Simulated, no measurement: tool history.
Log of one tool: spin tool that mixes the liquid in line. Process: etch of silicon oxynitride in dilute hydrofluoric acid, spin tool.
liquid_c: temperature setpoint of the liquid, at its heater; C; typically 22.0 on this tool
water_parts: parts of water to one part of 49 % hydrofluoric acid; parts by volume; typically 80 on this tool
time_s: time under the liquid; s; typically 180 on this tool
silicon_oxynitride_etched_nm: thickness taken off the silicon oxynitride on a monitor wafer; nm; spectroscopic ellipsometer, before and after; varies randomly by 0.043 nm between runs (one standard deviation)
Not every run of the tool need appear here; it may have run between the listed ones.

| run | day | liquid_c | water_parts | time_s | wafers since the last listed run | hours since the thermometer was replaced | hours since the hydrofluoric acid flow meter was replaced | hours since the gauge calibration | read-back film thickness of the silicon oxynitride reference wafer, read on the same gauge (nm) | silicon_oxynitride_etched_nm |
|---|---|---|---|---|---|---|---|---|---|---|
| 1 | 0.000 | 19.0 | 90 | 180 | 0 | 1554.6 | 1701.2 | 108.5 | 130.01 | 6.75 |
| 2 | 1.175 | 19.0 | 90 | 180 | 203 | 1582.8 | 1729.4 | 136.7 | 129.99 | 6.77 |
| 3 | 2.083 | 19.0 | 90 | 180 | 157 | 1604.6 | 1751.2 | 158.5 | 130.00 | 6.85 |
| 4 | 2.846 | 22.0 | 80 | 180 | 132 | 1622.9 | 1769.5 | 176.8 | 129.99 | 8.96 |
| 5 | 3.758 | 22.0 | 80 | 180 | 157 | 1644.8 | 1791.4 | 198.7 | 130.00 | 8.91 |
| 6 | 4.542 | 22.0 | 80 | 180 | 135 | 1663.6 | 1810.2 | 217.5 | 129.98 | 9.01 |
| 7 | 5.858 | 22.0 | 80 | 180 | 227 | 1695.2 | 1841.8 | 249.1 | 130.01 | 8.94 |
| 8 | 7.192 | 19.5 | 80 | 180 | 230 | 1727.2 | 1873.8 | 281.1 | 130.00 | 7.92 |
| 9 | 8.608 | 19.5 | 80 | 180 | 245 | 1761.2 | 1907.8 | 315.1 | 130.00 | 7.87 |
| 10 | 9.438 | 19.5 | 80 | 180 | 143 | 1781.1 | 1927.7 | 335.0 | 130.00 | 8.08 |
| 11 | 10.633 | 22.0 | 70 | 155 | 207 | 1809.8 | 1956.4 | 363.7 | 130.02 | 8.93 |
| 12 | 11.233 | 22.0 | 70 | 155 | 103 | 1824.2 | 1970.8 | 378.1 | 130.01 | 8.96 |
|  | 11.904 | hydrofluoric acid flow meter replaced |
| 13 | 13.125 | 20.5 | 50 | 110 | 320 | 1869.6 | 29.3 | 423.5 | 129.98 | 8.43 |
|  | 14.292 | thermometer replaced |
| 14 | 14.350 | 22.0 | 80 | 180 | 204 | 1.4 | 58.7 | 452.9 | 129.98 | 8.26 |
|  | 14.662 | gauge calibrated |
| 15 | 14.904 | 22.0 | 80 | 145 | 95 | 14.7 | 72.0 | 5.8 | 130.02 | 6.68 |
| 16 | 16.083 | 26.5 | 100 | 80 | 204 | 43.0 | 100.3 | 34.1 | 130.00 | 3.59 |
| 17 | 17.225 | 22.0 | 80 | 180 | 197 | 70.4 | 127.7 | 61.5 | 130.02 | 8.26 |
| 18 | 18.533 | 25.0 | 115 | 145 | 226 | 101.8 | 159.1 | 92.9 | 130.00 | 5.20 |
| 19 | 19.608 | 22.0 | 110 | 180 | 186 | 127.6 | 184.9 | 118.7 | 129.99 | 5.93 |
| 20 | 20.858 | 22.0 | 80 | 115 | 216 | 157.6 | 214.9 | 148.7 | 130.01 | 5.35 |
| 21 | 21.417 | 22.0 | 115 | 180 | 96 | 171.0 | 228.3 | 162.1 | 130.03 | 5.64 |
| 22 | 22.012 | 22.0 | 80 | 180 | 103 | 185.3 | 242.6 | 176.4 | 129.98 | 8.33 |
| 23 | 23.275 | 22.0 | 70 | 180 | 218 | 215.6 | 272.9 | 206.7 | 130.00 | 9.67 |
| 24 | 24.029 | 25.5 | 105 | 285 | 130 | 233.7 | 291.0 | 224.8 | 129.99 | 11.59 |

Alternative continuations, all from the tool just after run 24; predict every row:
| A | 24.050 | 22.0 | 80 | 180 | 3 | 234.2 | 291.5 | 225.3 | ? | ? |
| B | 24.050 | 18.0 | 80 | 245 | 3 | 234.2 | 291.5 | 225.3 | ? | ? |
| C | 24.050 | 18.0 | 45 | 180 | 3 | 234.2 | 291.5 | 225.3 | ? | ? |
| D | 24.050 | 26.5 | 70 | 180 | 3 | 234.2 | 291.5 | 225.3 | ? | ? |

| run | read-back film thickness of the silicon oxynitride reference wafer, read on the same gauge (nm) | silicon_oxynitride_etched_nm |
|---|---|---|
| A | 130.00 | 8.38 |
| B | 130.00 | 9.36 |
| C | 130.00 | 12.52 |
| D | 130.00 | 11.97 |
With the hidden condition removed and each run's random variation left untouched, the same runs would have given:
| run | silicon_oxynitride_etched_nm |
|---|---|
| A | 8.16 |
| B | 9.11 |
| C | 12.18 |
| D | 11.66 |
